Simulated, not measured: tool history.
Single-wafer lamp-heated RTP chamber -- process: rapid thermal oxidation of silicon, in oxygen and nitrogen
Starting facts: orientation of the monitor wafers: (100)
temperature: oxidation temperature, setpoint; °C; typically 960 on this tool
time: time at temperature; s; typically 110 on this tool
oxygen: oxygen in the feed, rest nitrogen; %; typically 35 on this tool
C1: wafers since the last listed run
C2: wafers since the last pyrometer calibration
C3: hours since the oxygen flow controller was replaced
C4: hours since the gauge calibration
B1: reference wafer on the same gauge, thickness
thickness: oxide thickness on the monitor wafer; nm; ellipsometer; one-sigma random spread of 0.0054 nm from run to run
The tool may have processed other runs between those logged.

{"run": 1, "day": 0.0, "temperature": 960, "time": 110, "oxygen": 24, "C1": 0, "C2": 1244, "C3": 6214.3, "C4": 148.8, "B1": 3.709, "thickness": 3.267}
{"run": 2, "day": 0.471, "temperature": 976, "time": 110, "oxygen": 35, "C1": 110, "C2": 1355, "C3": 6225.6, "C4": 160.1, "B1": 3.709, "thickness": 4.045}
{"run": 3, "day": 1.204, "temperature": 973, "time": 110, "oxygen": 35, "C1": 172, "C2": 1527, "C3": 6243.2, "C4": 177.7, "B1": 3.709, "thickness": 3.977}
{"run": 4, "day": 1.854, "temperature": 960, "time": 110, "oxygen": 35, "C1": 152, "C2": 1680, "C3": 6258.8, "C4": 193.3, "B1": 3.709, "thickness": 3.63}
{"run": 5, "day": 2.583, "temperature": 960, "time": 110, "oxygen": 35, "C1": 171, "C2": 1851, "C3": 6276.3, "C4": 210.8, "B1": 3.711, "thickness": 3.633}
{"run": 6, "day": 3.154, "temperature": 960, "time": 110, "oxygen": 35, "C1": 134, "C2": 1985, "C3": 6290, "C4": 224.5, "B1": 3.709, "thickness": 3.634}
{"run": 7, "day": 3.496, "temperature": 960, "time": 110, "oxygen": 35, "C1": 80, "C2": 2066, "C3": 6298.2, "C4": 232.7, "B1": 3.71, "thickness": 3.632}
{"run": 8, "day": 3.779, "temperature": 960, "time": 110, "oxygen": 35, "C1": 66, "C2": 2132, "C3": 6305, "C4": 239.5, "B1": 3.709, "thickness": 3.635}
{"run": 9, "day": 4.283, "temperature": 960, "time": 110, "oxygen": 35, "C1": 118, "C2": 2251, "C3": 6317.1, "C4": 251.6, "B1": 3.711, "thickness": 3.637}
{"run": 10, "day": 4.821, "temperature": 960, "time": 110, "oxygen": 35, "C1": 126, "C2": 2377, "C3": 6330, "C4": 264.5, "B1": 3.709, "thickness": 3.642}
{"run": 11, "day": 5.492, "temperature": 960, "time": 110, "oxygen": 35, "C1": 157, "C2": 2535, "C3": 6346.1, "C4": 280.6, "B1": 3.71, "thickness": 3.639}
{"run": 12, "day": 5.929, "temperature": 960, "time": 110, "oxygen": 35, "C1": 102, "C2": 2638, "C3": 6356.6, "C4": 291.1, "B1": 3.711, "thickness": 3.639}
{"run": 13, "day": 6.508, "temperature": 960, "time": 110, "oxygen": 35, "C1": 136, "C2": 2774, "C3": 6370.5, "C4": 305, "B1": 3.711, "thickness": 3.64}
{"run": 14, "day": 7.092, "temperature": 960, "time": 110, "oxygen": 35, "C1": 137, "C2": 2911, "C3": 6384.5, "C4": 319, "B1": 3.709, "thickness": 3.648}
{"run": 15, "day": 7.571, "temperature": 960, "time": 88, "oxygen": 54, "C1": 112, "C2": 3023, "C3": 6396, "C4": 330.5, "B1": 3.709, "thickness": 3.802}
{"day": 7.662, "done": "gauge calibrated"}
{"run": 16, "day": 7.942, "temperature": 960, "time": 110, "oxygen": 17, "C1": 87, "C2": 3110, "C3": 6404.9, "C4": 6.7, "B1": 3.71, "thickness": 3.019}
{"run": 17, "day": 8.604, "temperature": 960, "time": 93, "oxygen": 17, "C1": 155, "C2": 3266, "C3": 6420.8, "C4": 22.6, "B1": 3.709, "thickness": 2.867}
{"run": 18, "day": 9.308, "temperature": 960, "time": 110, "oxygen": 35, "C1": 165, "C2": 3432, "C3": 6437.7, "C4": 39.5, "B1": 3.708, "thickness": 3.649}
{"run": 19, "day": 10.021, "temperature": 960, "time": 110, "oxygen": 35, "C1": 167, "C2": 3599, "C3": 6454.8, "C4": 56.6, "B1": 3.711, "thickness": 3.656}
{"run": 20, "day": 10.742, "temperature": 960, "time": 73, "oxygen": 35, "C1": 169, "C2": 3768, "C3": 6472.1, "C4": 73.9, "B1": 3.709, "thickness": 3.143}
{"run": 21, "day": 11.162, "temperature": 945, "time": 163, "oxygen": 35, "C1": 98, "C2": 3867, "C3": 6482.2, "C4": 84, "B1": 3.71, "thickness": 3.869}
{"run": 22, "day": 11.562, "temperature": 941, "time": 110, "oxygen": 35, "C1": 93, "C2": 3961, "C3": 6491.8, "C4": 93.6, "B1": 3.708, "thickness": 3.245}
{"run": 23, "day": 12.021, "temperature": 952, "time": 110, "oxygen": 61, "C1": 107, "C2": 4069, "C3": 6502.8, "C4": 104.6, "B1": 3.71, "thickness": 4.111}
{"run": 24, "day": 12.296, "temperature": 960, "time": 110, "oxygen": 35, "C1": 64, "C2": 4134, "C3": 6509.4, "C4": 111.2, "B1": 3.711, "thickness": 3.658}
{"day": 12.679, "done": "oxygen flow controller replaced"}
{"run": 25, "day": 12.7, "temperature": 988, "time": 73, "oxygen": 25, "C1": 16, "C2": 4150, "C3": 0.5, "C4": 120.9, "B1": 3.711, "thickness": 3.39}
{"run": 26, "day": 13.008, "temperature": 960, "time": 143, "oxygen": 51, "C1": 72, "C2": 4223, "C3": 7.9, "C4": 128.3, "B1": 3.711, "thickness": 4.62}
{"run": 27, "day": 13.375, "temperature": 960, "time": 110, "oxygen": 23, "C1": 86, "C2": 4309, "C3": 16.7, "C4": 137.1, "B1": 3.71, "thickness": 3.257}
{"day": 14.117, "done": "pyrometer window cleaned and pyrometer calibrated"}
{"run": 28, "day": 14.138, "temperature": 982, "time": 76, "oxygen": 52, "C1": 100, "C2": 4, "C3": 35, "C4": 155.4, "B1": 3.71, "thickness": 4.097}
{"run": 29, "day": 14.333, "temperature": 960, "time": 165, "oxygen": 35, "C1": 46, "C2": 50, "C3": 39.7, "C4": 160.1, "B1": 3.709, "thickness": 4.271}
{"run": 30, "day": 16.454, "temperature": 951, "time": 87, "oxygen": 48, "C1": 498, "C2": 549, "C3": 90.6, "C4": 211, "B1": 3.711, "thickness": 3.423}
{"run": 31, "day": 16.838, "temperature": 960, "time": 110, "oxygen": 27, "C1": 90, "C2": 639, "C3": 99.8, "C4": 220.2, "B1": 3.711, "thickness": 3.367}
{"run": 32, "day": 17.329, "temperature": 970, "time": 158, "oxygen": 35, "C1": 115, "C2": 754, "C3": 111.6, "C4": 232, "B1": 3.712, "thickness": 4.509}
{"run": 33, "day": 17.817, "temperature": 938, "time": 91, "oxygen": 46, "C1": 114, "C2": 869, "C3": 123.3, "C4": 243.7, "B1": 3.71, "thickness": 3.162}
{"run": 34, "day": 18.467, "temperature": 988, "time": 110, "oxygen": 35, "C1": 152, "C2": 1021, "C3": 138.9, "C4": 259.3, "B1": 3.711, "thickness": 4.395}
{"run": 35, "day": 18.733, "temperature": 960, "time": 126, "oxygen": 35, "C1": 62, "C2": 1084, "C3": 145.3, "C4": 265.7, "B1": 3.71, "thickness": 3.825}
{"run": 36, "day": 19.204, "temperature": 969, "time": 149, "oxygen": 17, "C1": 110, "C2": 1195, "C3": 156.6, "C4": 277, "B1": 3.709, "thickness": 3.5}
{"run": 37, "day": 19.692, "temperature": 960, "time": 110, "oxygen": 55, "C1": 114, "C2": 1309, "C3": 168.3, "C4": 288.7, "B1": 3.71, "thickness": 4.17}
{"run": 38, "day": 20.042, "temperature": 960, "time": 93, "oxygen": 17, "C1": 82, "C2": 1392, "C3": 176.7, "C4": 297.1, "B1": 3.71, "thickness": 2.84}

Some steps in thickness between neighbouring runs. How much of each would the tool show without its hidden state too (settings, what came in, random variation), and how much is left for the hidden state, with any gauge scatter that isn't in both results?
Hidden state at play: true wafer temperature minus pyrometer reading, K; deviation of the oxygen flow from its setpoint, %; gauge reads high (%).
Run 25 -> 26: temperature 988 -> 960, time 73 -> 143, oxygen 25 -> 51. thickness +1.23 nm: hidden state +0.026, all else +1.204.
Run 26 -> 27: time 143 -> 110, oxygen 51 -> 23. thickness -1.363 nm: hidden state -0.027, all else -1.336.
Run 27 -> 28: temperature 960 -> 982, time 110 -> 76, oxygen 23 -> 52, pyrometer window cleaned and pyrometer calibrated. thickness +0.84 nm: hidden state -0.031, all else +0.871.
Run 32 -> 33: temperature 970 -> 938, time 158 -> 91, oxygen 35 -> 46. thickness -1.347 nm: hidden state -0.003, all else -1.344.
Run 37 -> 38: time 110 -> 93, oxygen 55 -> 17. thickness -1.33 nm: hidden state -0.005, all else -1.325.

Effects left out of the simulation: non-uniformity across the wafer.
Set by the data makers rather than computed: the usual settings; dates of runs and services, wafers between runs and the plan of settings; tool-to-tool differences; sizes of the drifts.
